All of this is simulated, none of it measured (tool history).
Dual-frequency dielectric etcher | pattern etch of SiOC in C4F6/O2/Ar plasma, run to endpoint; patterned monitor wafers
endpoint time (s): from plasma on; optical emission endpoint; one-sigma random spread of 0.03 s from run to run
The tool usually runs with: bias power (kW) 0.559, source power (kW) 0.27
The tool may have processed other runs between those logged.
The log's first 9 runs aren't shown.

run	hour	bias power (kW)	source power (kW)	wafers since the last listed run	hours since the last wet clean	hours since the last bias power generator calibration	hours since the last source power generator calibration	hours since the last upper electrode change	incoming incoming film thickness, nm	endpoint time (s)
10	369.4	0.628	0.23	530	74.1	2549.2	3991.3	2158.3	25.38	10.8
11	407.4	0.664	0.29	471	112.1	2587.2	4029.3	2196.3	25.5	9.4
12	448.7	0.664	0.29	512	153.4	2628.5	4070.6	2237.6	25.47	9.4
13	645.2	0.647	0.31	2439	349.9	2825	4267.1	2434.1	25.49	9.1
14	670.6	0.559	0.27	315	375.3	2850.4	4292.5	2459.5	25.31	10
15	721.1	0.617	0.27	626	425.8	2900.9	4343	2510	25.48	9.8
# hour 746.1: wet clean of the chamber
16	781.1	0.611	0.27	446	35	2960.9	4403	2570	25.24	10
# hour 799.8: bias power generator calibrated
17	806.1	0.559	0.22	260	60	6.3	4428	2595	25.34	11.5
18	832.7	0.559	0.27	330	86.6	32.9	4454.6	2621.6	25.76	10.5
19	857.6	0.494	0.23	309	111.5	57.8	4479.5	2646.5	25.46	11.6
# hour 888.6: source power generator calibrated
20	924.4	0.628	0.23	779	178.3	124.6	35.8	2713.3	25.16	10.5
21	1006	0.559	0.23	1012	259.9	206.2	117.4	2794.9	25.58	10.9
22	1054.2	0.634	0.3	598	308.1	254.4	165.6	2843.1	25.39	9.1
23	1091.7	0.467	0.22	465	345.6	291.9	203.1	2880.6	25.62	11.6
24	1116	0.456	0.25	301	369.9	316.2	227.4	2904.9	25.52	10.9
# hour 1142: upper electrode replaced
25	1176.1	0.621	0.34	448	430	376.3	287.5	34.1	25.56	8.6
# hour 1223.6: wet clean of the chamber
26	1239.9	0.48	0.33	494	16.3	440.1	351.3	97.9	25.75	9.6
27	1297.7	0.486	0.27	717	74.1	497.9	409.1	155.7	25.17	10.3
28	1336.6	0.559	0.23	482	113	536.8	448	194.6	25.29	10.7
29	1519.1	0.559	0.27	2265	295.5	719.3	630.5	377.1	25.61	9.9
30	1547.9	0.512	0.27	357	324.3	748.1	659.3	405.9	25.31	10
31	1609	0.658	0.27	758	385.4	809.2	720.4	467	25.6	9.5
32	1651.2	0.671	0.24	523	427.6	851.4	762.6	509.2	25.46	9.9
33	1689	0.431	0.3	469	465.4	889.2	800.4	547	25.46	9.8
# hour 1760.5: wet clean of the chamber
34	1761	0.464	0.29	595	0.5	961.2	872.4	619	25.67	10.3

Here are 5 independent what-if runs from the current tool condition. What would each one return?
A	1761.4	0.559	0.27	4	0.9	961.6	872.8	619.4	25.58	?
B	1761.4	0.477	0.25	4	0.9	961.6	872.8	619.4	25.58	?
C	1761.4	0.672	0.34	4	0.9	961.6	872.8	619.4	25.58	?
D	1761.4	0.658	0.3	4	0.9	961.6	872.8	619.4	25.58	?
E	1761.4	0.446	0.21	4	0.9	961.6	872.8	619.4	25.58	?

run	endpoint time (s)
A	10.2
B	11
C	8.6
D	9.2
E	12.3
With the hidden condition removed and each run's random variation left untouched, the same runs would have given:
run	endpoint time (s)
A	10.2
B	11
C	8.7
D	9.3
E	12.4
